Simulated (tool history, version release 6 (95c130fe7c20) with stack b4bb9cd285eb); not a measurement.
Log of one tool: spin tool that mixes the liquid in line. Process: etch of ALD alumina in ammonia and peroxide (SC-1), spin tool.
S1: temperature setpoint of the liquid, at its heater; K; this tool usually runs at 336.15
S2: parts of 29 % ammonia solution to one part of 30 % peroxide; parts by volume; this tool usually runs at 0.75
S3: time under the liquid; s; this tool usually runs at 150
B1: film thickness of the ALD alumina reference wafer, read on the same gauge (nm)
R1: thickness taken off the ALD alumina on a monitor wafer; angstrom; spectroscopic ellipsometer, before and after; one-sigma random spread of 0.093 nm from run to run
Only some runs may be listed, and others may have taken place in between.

Run 1, hour 0: usual settings; B1 140.02. Result: R1 126.4 angstrom.
Run 2, hour 63.5: usual settings; B1 139.97. Result: R1 126.3 angstrom.
Run 3, hour 133: usual settings; B1 140.04. Result: R1 124.7 angstrom.
Run 4, hour 188.3: usual settings; B1 140.01. Result: R1 126 angstrom.
Run 5, hour 253.2: usual settings; B1 139.98. Result: R1 118.4 angstrom.
Run 6, hour 299.3: usual settings; B1 139.99. Result: R1 117.3 angstrom.
Run 7, hour 324.6: usual settings; B1 140.01. Result: R1 117.7 angstrom.
Run 8, hour 361.9: usual settings but S2 0.5 parts by volume, S3 230 s; B1 140.02. Result: R1 172.7 angstrom.
Run 9, hour 418.1: usual settings but S1 328.65 K, S2 1.1 parts by volume, S3 240 s; B1 140.02. Result: R1 132.4 angstrom.
Run 10, hour 483.9: usual settings but S1 328.15 K; B1 140.04. Result: R1 78.2 angstrom.
Run 11, hour 519.6: usual settings but S1 328.15 K, S2 0.9 parts by volume, S3 85 s; B1 140. Result: R1 45.8 angstrom.
Run 12, hour 571.7: usual settings but S1 330.65 K; B1 140.03. Result: R1 90.9 angstrom.
Run 13, hour 612.8: usual settings but S2 1.15 parts by volume; B1 140. Result: R1 124.2 angstrom.
Run 14, hour 670.4: usual settings but S1 333.65 K, S3 85 s; B1 140. Result: R1 59.2 angstrom.
Run 15, hour 719.6: usual settings but S3 110 s; B1 140. Result: R1 86.4 angstrom.
Run 16, hour 749.5: usual settings; B1 139.98. Result: R1 119.1 angstrom.
Run 17, hour 812.6: usual settings but S1 327.15 K, S2 0.55 parts by volume, S3 235 s; B1 139.99. Result: R1 112.7 angstrom.
Run 18, hour 880: usual settings; B1 140. Result: R1 119.1 angstrom.
Run 19, hour 936.1: usual settings but S3 125 s; B1 140. Result: R1 99 angstrom.
Run 20, hour 997.2: usual settings; B1 140.01. Result: R1 121.7 angstrom.
Run 21, hour 1024.4: usual settings but S1 331.65 K, S2 0.4 parts by volume, S3 120 s; B1 140. Result: R1 70.8 angstrom.
Run 22, hour 1054.3: usual settings; B1 140.06. Result: R1 118.7 angstrom.
Run 23, hour 1246.3: usual settings but S1 333.65 K, S3 180 s; B1 140. Result: R1 127.7 angstrom.
Run 24, hour 1298.8: usual settings; B1 140.02. Result: R1 120.4 angstrom.

The log once held 7 entries between its listed runs, left out of this copy. Where does each go, and what is different about the tool's unlogged condition between the listed run before it and the listed run after it?
Run 2 -> run 3: new drum of ammonia solution connected (hour 119)
  liquid hotter than its thermometer reads (K): 1.49 -> 1.52
  measured value less the no-hidden-state value, R1: +9.1 -> +9.2 angstrom
Run 4 -> run 5: thermometer replaced, repeated, since the last time left the tool worse (hour 239.2)
  liquid hotter than its thermometer reads (K): 1.55 -> 0.0942
  measured value less the no-hidden-state value, R1: +9.4 -> +0.5 angstrom
Run 8 -> run 9: ammonia flow meter replaced (hour 379.2)
  liquid hotter than its thermometer reads (K): 0.149 -> 0.177
  measured value less the no-hidden-state value, R1: +1.3 -> +1.3 angstrom
Run 10 -> run 11: heated supply line repaired (hour 500)
  liquid hotter than its thermometer reads (K): 0.21 -> 0.228
  measured value less the no-hidden-state value, R1: +0.9 -> +0.6 angstrom
Run 11 -> run 12: gauge calibrated (hour 521.2)
  liquid hotter than its thermometer reads (K): 0.228 -> 0.254
  measured value less the no-hidden-state value, R1: +0.6 -> +1.2 angstrom
Run 17 -> run 18: new drum of ammonia solution connected (hour 825.3); ammonia flow meter replaced (hour 871.8)
  liquid hotter than its thermometer reads (K): 0.374 -> 0.408
  measured value less the no-hidden-state value, R1: +2.2 -> +2.4 angstrom
